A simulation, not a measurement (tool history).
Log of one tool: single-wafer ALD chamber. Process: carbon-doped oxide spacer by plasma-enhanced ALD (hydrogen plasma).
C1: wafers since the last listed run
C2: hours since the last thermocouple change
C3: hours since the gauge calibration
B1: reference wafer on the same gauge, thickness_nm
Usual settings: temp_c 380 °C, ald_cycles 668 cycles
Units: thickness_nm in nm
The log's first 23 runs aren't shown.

Run 24, day 77.325: usual settings but temp_c 376 °C, ald_cycles 611 cycles; C1 82; C2 812; C3 702.3; B1 31.387. Result: thickness_nm 30.652 nm.
Run 25, day 80.488: usual settings; C1 29; C2 887.9; C3 778.2; B1 31.404. Result: thickness_nm 33.548 nm.
Run 26, day 84.233: usual settings but temp_c 391 °C, ald_cycles 780 cycles; C1 34; C2 977.8; C3 868.1; B1 31.406. Result: thickness_nm 39.138 nm.
Run 27, day 88.721: usual settings but temp_c 388 °C, ald_cycles 777 cycles; C1 41; C2 1085.5; C3 975.8; B1 31.416. Result: thickness_nm 39.123 nm.
Run 28, day 91: usual settings but temp_c 369 °C, ald_cycles 757 cycles; C1 21; C2 1140.2; C3 1030.5; B1 31.39. Result: thickness_nm 38.147 nm.
Run 29, day 95.158: usual settings but temp_c 375 °C, ald_cycles 709 cycles; C1 38; C2 1240; C3 1130.3; B1 31.406. Result: thickness_nm 35.703 nm.
Run 30, day 97.95: usual settings but temp_c 388 °C, ald_cycles 769 cycles; C1 25; C2 1307; C3 1197.3; B1 31.4. Result: thickness_nm 38.61 nm.
Run 31, day 102.262: usual settings; C1 39; C2 1410.5; C3 1300.8; B1 31.394. Result: thickness_nm 33.547 nm.

Forecast each of these 4 alternatives for the next run:
Run A, day 102.321: usual settings but temp_c 371 °C; C1 0; C2 1411.9; C3 1302.2; B1 ?. Result: thickness_nm ?.
Run B, day 102.321: usual settings but temp_c 366 °C; C1 0; C2 1411.9; C3 1302.2; B1 ?. Result: thickness_nm ?.
Run C, day 102.321: usual settings but temp_c 392 °C, ald_cycles 799 cycles; C1 0; C2 1411.9; C3 1302.2; B1 ?. Result: thickness_nm ?.
Run D, day 102.321: usual settings but temp_c 385 °C, ald_cycles 553 cycles; C1 0; C2 1411.9; C3 1302.2; B1 ?. Result: thickness_nm ?.

run      B1  thickness_nm
  A  31.409        33.662
  B  31.409        33.662
  C  31.409        40.264
  D  31.409        27.867
Without the tool's hidden state the same runs would have given:
run  thickness_nm
  A        33.662
  B        33.662
  C        40.264
  D        27.867

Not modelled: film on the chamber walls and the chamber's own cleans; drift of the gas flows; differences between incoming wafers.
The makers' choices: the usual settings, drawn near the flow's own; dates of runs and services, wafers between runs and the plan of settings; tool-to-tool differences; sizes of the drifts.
